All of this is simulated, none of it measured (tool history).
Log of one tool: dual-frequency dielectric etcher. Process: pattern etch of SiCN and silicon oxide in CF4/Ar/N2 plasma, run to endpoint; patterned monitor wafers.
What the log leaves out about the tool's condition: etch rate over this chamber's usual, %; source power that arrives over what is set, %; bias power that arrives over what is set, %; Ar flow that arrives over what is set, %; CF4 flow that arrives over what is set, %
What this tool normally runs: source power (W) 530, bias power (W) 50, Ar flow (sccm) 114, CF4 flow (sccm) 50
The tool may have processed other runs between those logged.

| run | hour | source power (W) | bias power (W) | Ar flow (sccm) | CF4 flow (sccm) | wafers since the last listed run | hours since the last wet clean | hours since the last source power generator calibration | hours since the last bias power generator calibration | hours since the last Ar flow controller change | hours since the last CF4 flow controller change | hours since the last upper electrode change | incoming incoming film thickness, nm | endpoint time (s) |
|---|---|---|---|---|---|---|---|---|---|---|---|---|---|---|
| 1 | 0 | 530 | 50 | 114 | 50 | 0 | 366.9 | 3484.3 | 1526.3 | 3707.1 | 1741.2 | 2393.3 | 8.53 | 11 |
|  | 218.4 | wet clean of the chamber |
| 2 | 242.4 | 530 | 50 | 114 | 50 | 3316 | 24 | 3726.7 | 1768.7 | 3949.5 | 1983.6 | 2635.7 | 8.46 | 10.6 |
| 3 | 300.9 | 530 | 50 | 114 | 50 | 888 | 82.5 | 3785.2 | 1827.2 | 4008 | 2042.1 | 2694.2 | 8.53 | 10.6 |
|  | 317.9 | CF4 flow controller replaced |
| 4 | 394.5 | 530 | 50 | 114 | 50 | 1330 | 176.1 | 3878.8 | 1920.8 | 4101.6 | 76.6 | 2787.8 | 8.57 | 10.8 |
| 5 | 433.3 | 530 | 50 | 114 | 50 | 589 | 214.9 | 3917.6 | 1959.6 | 4140.4 | 115.4 | 2826.6 | 8.45 | 10.7 |
| 6 | 479.7 | 530 | 50 | 106 | 50 | 704 | 261.3 | 3964 | 2006 | 4186.8 | 161.8 | 2873 | 8.46 | 10.6 |
| 7 | 567.1 | 620 | 45 | 96 | 59 | 1327 | 348.7 | 4051.4 | 2093.4 | 4274.2 | 249.2 | 2960.4 | 8.43 | 8.7 |
| 8 | 662.9 | 530 | 50 | 128 | 61 | 1454 | 444.5 | 4147.2 | 2189.2 | 4370 | 345 | 3056.2 | 8.45 | 10.9 |
| 9 | 761.7 | 530 | 50 | 122 | 50 | 1500 | 543.3 | 4246 | 2288 | 4468.8 | 443.8 | 3155 | 8.54 | 11.3 |
|  | 841.3 | wet clean of the chamber |
| 10 | 860.3 | 610 | 62 | 114 | 54 | 1132 | 19 | 4344.6 | 2386.6 | 4567.4 | 542.4 | 3253.6 | 8.5 | 8.3 |
|  | 925.6 | upper electrode replaced, of another model than before |
|  | 954.4 | bias power generator calibrated |
| 11 | 965.4 | 530 | 50 | 114 | 50 | 1170 | 124.1 | 4449.7 | 11 | 4672.5 | 647.5 | 39.8 | 8.49 | 10.4 |
|  | 979.5 | Ar flow controller replaced |
| 12 | 1008 | 530 | 50 | 114 | 50 | 555 | 166.7 | 4492.3 | 53.6 | 28.5 | 690.1 | 82.4 | 8.59 | 10.7 |
| 13 | 1101.4 | 530 | 43 | 132 | 50 | 1418 | 260.1 | 4585.7 | 147 | 121.9 | 783.5 | 175.8 | 8.48 | 11.6 |
|  | 1147.2 | source power generator calibrated |
| 14 | 1167.3 | 530 | 50 | 114 | 50 | 940 | 326 | 20.1 | 212.9 | 187.8 | 849.4 | 241.7 | 8.58 | 10.7 |
| 15 | 1233.7 | 530 | 50 | 114 | 55 | 1008 | 392.4 | 86.5 | 279.3 | 254.2 | 915.8 | 308.1 | 8.53 | 10.7 |
| 16 | 1302.7 | 530 | 50 | 95 | 46 | 1047 | 461.4 | 155.5 | 348.3 | 323.2 | 984.8 | 377.1 | 8.44 | 10.6 |
|  | 1336.1 | wet clean of the chamber |
| 17 | 1391.8 | 530 | 50 | 114 | 50 | 988 | 55.7 | 244.6 | 437.4 | 412.3 | 1073.9 | 466.2 | 8.57 | 10.5 |
| 18 | 1454.1 | 410 | 50 | 98 | 50 | 946 | 118 | 306.9 | 499.7 | 474.6 | 1136.2 | 528.5 | 8.53 | 12.1 |
| 19 | 1495.5 | 530 | 50 | 114 | 50 | 628 | 159.4 | 348.3 | 541.1 | 516 | 1177.6 | 569.9 | 8.54 | 10.7 |
| 20 | 1552.9 | 400 | 40 | 114 | 55 | 871 | 216.8 | 405.7 | 598.5 | 573.4 | 1235 | 627.3 | 8.5 | 13.9 |
| 21 | 1604 | 650 | 40 | 103 | 59 | 776 | 267.9 | 456.8 | 649.6 | 624.5 | 1286.1 | 678.4 | 8.46 | 9.7 |
| 22 | 1688.1 | 530 | 44 | 114 | 50 | 1277 | 352 | 540.9 | 733.7 | 708.6 | 1370.2 | 762.5 | 8.56 | 11.5 |
|  | 1878.3 | wet clean of the chamber |
| 23 | 1930.8 | 530 | 50 | 121 | 50 | 3321 | 52.5 | 783.6 | 976.4 | 951.3 | 1612.9 | 1005.2 | 8.56 | 10.8 |

What if the next run were any one of these 5? Each begins from the tool's condition after run 23:
| A | 1931.2 | 530 | 62 | 114 | 50 | 6 | 52.9 | 784 | 976.8 | 951.7 | 1613.3 | 1005.6 | 8.49 | ? |
| B | 1931.2 | 530 | 50 | 114 | 44 | 6 | 52.9 | 784 | 976.8 | 951.7 | 1613.3 | 1005.6 | 8.49 | ? |
| C | 1931.2 | 530 | 42 | 114 | 50 | 6 | 52.9 | 784 | 976.8 | 951.7 | 1613.3 | 1005.6 | 8.49 | ? |
| D | 1931.2 | 530 | 59 | 140 | 40 | 6 | 52.9 | 784 | 976.8 | 951.7 | 1613.3 | 1005.6 | 8.49 | ? |
| E | 1931.2 | 620 | 50 | 98 | 50 | 6 | 52.9 | 784 | 976.8 | 951.7 | 1613.3 | 1005.6 | 8.49 | ? |

| run | endpoint time (s) |
|---|---|
| A | 9.6 |
| B | 10.7 |
| C | 11.2 |
| D | 10.6 |
| E | 9.1 |
With no hidden state in the tool, these same runs would have given:
| run | endpoint time (s) |
|---|---|
| A | 9.5 |
| B | 10.6 |
| C | 11.2 |
| D | 10.5 |
| E | 9.1 |

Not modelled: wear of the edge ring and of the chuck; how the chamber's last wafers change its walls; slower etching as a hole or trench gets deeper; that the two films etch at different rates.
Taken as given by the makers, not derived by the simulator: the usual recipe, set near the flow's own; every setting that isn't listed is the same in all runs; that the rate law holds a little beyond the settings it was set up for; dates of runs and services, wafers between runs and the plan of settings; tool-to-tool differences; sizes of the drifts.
